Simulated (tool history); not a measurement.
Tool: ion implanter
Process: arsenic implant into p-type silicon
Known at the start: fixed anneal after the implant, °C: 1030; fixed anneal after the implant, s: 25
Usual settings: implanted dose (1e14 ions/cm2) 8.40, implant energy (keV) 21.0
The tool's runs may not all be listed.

run,day,implanted dose (1e14 ions/cm2),implant energy (keV),wafers since the last listed run,hours since the last dose calibration,hours since the extraction supply was calibrated,hours since the gauge calibration,"read-back reference wafer on the same gauge, sheet resistance",sheet resistance of the implanted and annealed layer (ohm/square)
1,0.000,9.49,17.0,0,1323.6,5749.8,61.8,148.98,134.55
2,0.767,9.82,19.0,223,1342.0,5768.2,80.2,148.98,129.91
3,1.329,9.82,19.0,164,1355.5,5781.7,93.7,148.96,129.81
4,2.612,9.96,16.0,374,1386.3,5812.5,124.5,148.94,131.14
5,3.700,9.96,16.0,317,1412.4,5838.6,150.6,148.96,131.23
6,5.121,8.40,21.0,414,1446.5,5872.7,184.7,149.07,142.20
7,6.542,8.40,21.0,414,1480.6,5906.8,218.8,149.00,142.02
8,7.800,8.40,21.0,367,1510.8,5937.0,249.0,148.93,141.88
9,10.758,8.40,23.0,863,1581.8,6008.0,320.0,149.10,140.25
# day 12.308: Faraday cup replaced and dose calibrated
10,12.329,8.40,18.5,361,0.5,6045.7,357.7,149.05,146.08
11,13.529,8.40,21.0,350,29.3,6074.5,386.5,148.99,143.78
12,14.921,8.40,21.0,406,62.7,6107.9,419.9,148.97,143.42
# day 15.067: gauge calibrated
13,16.354,8.40,21.0,418,97.1,6142.3,30.9,149.07,143.55
14,17.138,8.40,21.0,228,115.9,6161.1,49.7,148.96,143.51
15,17.721,8.40,21.0,170,129.9,6175.1,63.7,148.96,143.40
# day 18.283: extraction supply calibrated
16,19.000,8.40,21.0,276,160.6,17.2,94.4,148.98,143.34
17,19.625,10.10,21.0,182,175.6,32.2,109.4,148.98,126.86
18,20.588,8.40,23.5,280,198.7,55.3,132.5,148.91,141.67
19,21.608,8.40,21.0,297,223.2,79.8,157.0,149.05,143.49
20,25.212,6.09,18.5,1051,309.7,166.3,243.5,149.03,184.91
21,26.212,8.40,19.0,291,333.7,190.3,267.5,149.06,145.59
22,27.262,9.73,24.0,306,358.9,215.5,292.7,149.06,127.28
23,27.871,5.94,18.0,177,373.5,230.1,307.3,149.01,188.51
24,29.158,6.43,25.0,375,404.4,261.0,338.2,149.07,170.51
25,30.042,9.06,21.0,257,425.6,282.2,359.4,149.01,136.02
26,30.954,8.40,21.0,266,447.5,304.1,381.3,149.02,143.37
27,31.500,8.40,21.0,159,460.6,317.2,394.4,149.04,143.57
28,32.050,7.65,19.0,160,473.8,330.4,407.6,149.03,155.53
29,33.296,6.93,15.0,363,503.7,360.3,437.5,148.94,170.82
30,34.125,8.40,21.0,242,523.6,380.2,457.4,148.98,143.44
31,34.879,10.29,18.5,220,541.7,398.3,475.5,149.10,127.04
# day 35.600: gauge calibrated
32,36.021,9.80,21.0,333,569.1,425.7,10.1,148.98,129.18
33,37.458,10.34,15.0,419,603.6,460.2,44.6,149.05,130.08
34,38.579,8.40,15.0,327,630.5,487.1,71.5,149.06,148.69
35,39.488,8.40,24.5,265,652.3,508.9,93.3,149.04,140.69

How the hidden state differs across the entries between the runs, from the last listed run before each to the first after it:
Between runs 9 and 10: Faraday cup replaced and dose calibrated (day 12.308)
  deviation of the true dose from the Faraday cup's reading, %: 1.75 -> -0.0506
  measured less the result without the state, sheet resistance of the implanted and annealed layer (ohm/square): -1.71 -> +0.05
Between runs 12 and 13: gauge calibrated (day 15.067)
  deviation of the true dose from the Faraday cup's reading, %: -0.0477 -> -0.0437
  measured less the result without the state, sheet resistance of the implanted and annealed layer (ohm/square): +0.05 -> +0.05
Between runs 15 and 16: extraction supply calibrated (day 18.283)
  deviation of the true dose from the Faraday cup's reading, %: -0.0383 -> -0.0318
  measured less the result without the state, sheet resistance of the implanted and annealed layer (ohm/square): +0.04 -> +0.03
Between runs 31 and 32: gauge calibrated (day 35.600)
  deviation of the true dose from the Faraday cup's reading, %: 0.164 -> 0.186
  measured less the result without the state, sheet resistance of the implanted and annealed layer (ohm/square): -0.13 -> -0.16

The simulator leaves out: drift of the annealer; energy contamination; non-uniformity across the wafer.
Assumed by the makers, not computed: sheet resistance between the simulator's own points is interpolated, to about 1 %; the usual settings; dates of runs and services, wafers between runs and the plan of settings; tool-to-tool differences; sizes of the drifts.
